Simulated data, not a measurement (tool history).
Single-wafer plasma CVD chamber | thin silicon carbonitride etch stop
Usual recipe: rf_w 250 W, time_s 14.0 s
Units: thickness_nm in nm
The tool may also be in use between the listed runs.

run	day	rf_w	time_s	wafers since the last listed run	hours since the last thermocouple change	hours since the last RF generator calibration	hours since the showerhead was replaced	hours since the gauge calibration	read-back reference wafer on the same gauge, thickness_nm	thickness_nm
1	0.000	250	14.0	0	167.9	257.9	4588.5	866.7	8.659	8.665
2	2.496	250	14.0	1214	227.8	317.8	4648.4	926.6	8.659	8.678
3	6.429	250	14.0	1914	322.2	412.2	4742.8	1021.0	8.688	8.683
# day 7.062: gauge calibrated
4	8.879	250	14.0	1192	381.0	471.0	4801.6	43.6	8.665	8.755
5	12.921	225	12.9	1967	478.0	568.0	4898.6	140.6	8.679	7.719
6	25.429	225	12.9	6087	778.2	868.2	5198.8	440.8	8.679	7.656
7	29.188	250	12.2	1829	868.4	958.4	5289.0	531.0	8.688	7.484
8	33.046	250	14.0	1877	961.0	1051.0	5381.6	623.6	8.676	8.600
9	36.454	250	15.5	1658	1042.8	1132.8	5463.4	705.4	8.690	9.470
10	39.283	250	15.2	1376	1110.7	1200.7	5531.3	773.3	8.667	9.292
11	42.950	265	14.0	1784	1198.7	1288.7	5619.3	861.3	8.682	8.696
# day 45.446: gauge calibrated
12	47.008	220	15.6	1975	1296.1	1386.1	5716.7	37.5	8.679	9.199
# day 49.808: showerhead replaced
13	49.829	250	14.0	1210	1363.8	1453.8	0.5	105.2	8.670	8.598
# day 51.412: thermocouple changed; heater temperature recalibrated
# day 56.912: RF generator calibrated
14	62.333	235	16.3	5761	262.1	130.1	300.6	405.3	8.669	9.906
15	65.350	290	14.0	1468	334.5	202.5	373.0	477.7	8.681	9.141
16	67.250	225	12.8	924	380.1	248.1	418.6	523.3	8.697	7.654
17	71.396	250	14.0	2017	479.6	347.6	518.1	622.8	8.681	8.681

Each row is a separate what-if for the run after 17, all from the same tool condition, not one after another. Results?
A	71.412	250	14.0	8	480.0	348.0	518.5	623.2	?	?
B	71.412	295	11.9	8	480.0	348.0	518.5	623.2	?	?
C	71.412	235	11.3	8	480.0	348.0	518.5	623.2	?	?
D	71.412	295	15.8	8	480.0	348.0	518.5	623.2	?	?

run	read-back reference wafer on the same gauge, thickness_nm	thickness_nm
A	8.674	8.710
B	8.674	7.792
C	8.674	6.897
D	8.674	10.345
Stripped of hidden state, with their random variation kept, the same runs would have yielded:
run	thickness_nm
A	8.758
B	7.834
C	6.935
D	10.402
